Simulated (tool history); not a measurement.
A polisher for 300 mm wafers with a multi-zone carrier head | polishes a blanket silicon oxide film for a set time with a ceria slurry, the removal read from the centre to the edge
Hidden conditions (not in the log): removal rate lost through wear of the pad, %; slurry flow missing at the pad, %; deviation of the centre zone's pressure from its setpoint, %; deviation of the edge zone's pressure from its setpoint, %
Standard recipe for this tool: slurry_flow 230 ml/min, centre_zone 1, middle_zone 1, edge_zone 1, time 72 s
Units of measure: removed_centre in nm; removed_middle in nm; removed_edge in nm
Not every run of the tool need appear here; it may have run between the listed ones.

run,hour,slurry_flow,centre_zone,middle_zone,edge_zone,time,wafers since the last listed run,wafers polished on this pad,hours since the slurry nozzle was cleaned,hours since the centre zone pressure was calibrated,hours since the edge zone pressure was calibrated,hours since the carrier head's membrane was replaced,"incoming thickness of the incoming film, nm",removed_centre,removed_middle,removed_edge
1,0,245,1,1,1,91,0,1004,234.4,1018.9,168.2,117.7,1192.8,688.9,630.1,640.7
# hour 52.6: worn pad replaced by a new one
2,55.9,230,1,1,1,72,271,17,290.3,1074.8,224.1,173.6,1181.9,543,496.3,516.2
3,91,230,1,1,1,72,183,200,325.4,1109.9,259.2,208.7,1207.6,535.9,491.5,513.6
# hour 141.2: slurry nozzle cleaned
4,159.2,230,1,1,1,72,351,552,18,1178.1,327.4,276.9,1195.8,537.4,506.8,507.2
5,195.3,200,1,1,1,72,188,741,54.1,1214.2,363.5,313,1206.3,527.2,491,509.5
# hour 256.7: centre zone pressure recalibrated
6,257.2,200,1,1,1,72,313,1054,116,0.5,425.4,374.9,1191.5,481.3,489.3,509
# hour 273.5: edge zone pressure recalibrated
7,296.4,230,1,1,1,63,194,1249,155.2,39.7,22.9,414.1,1186.5,429.6,432.2,444
# hour 305.4: worn pad replaced by a new one
8,328,230,1,1,1,63,144,118,186.8,71.3,54.5,445.7,1212.9,440.3,429.1,442.7
9,394.9,230,1,0.97,1,72,350,468,253.7,138.2,121.4,512.6,1214.8,511.1,490,507.7
# hour 414.6: carrier head's membrane replaced by a new one
10,434,230,1,1,1,80,178,646,292.8,177.3,160.5,19.4,1219.8,566.4,544.9,571.3

For run 11, what comes out?
11,463.6,230,1,1,0.9,72,154,801,322.4,206.9,190.1,49,1184.7,?,?,?

{"run 11": {"removed_centre": 506.3, "removed_middle": 495.7, "removed_edge": 491.8}}
If the tool had no hidden condition, the same run with the same run-to-run variation would have returned removed_centre 488.5 nm, removed_middle 495.8 nm, removed_edge 491.8 nm.
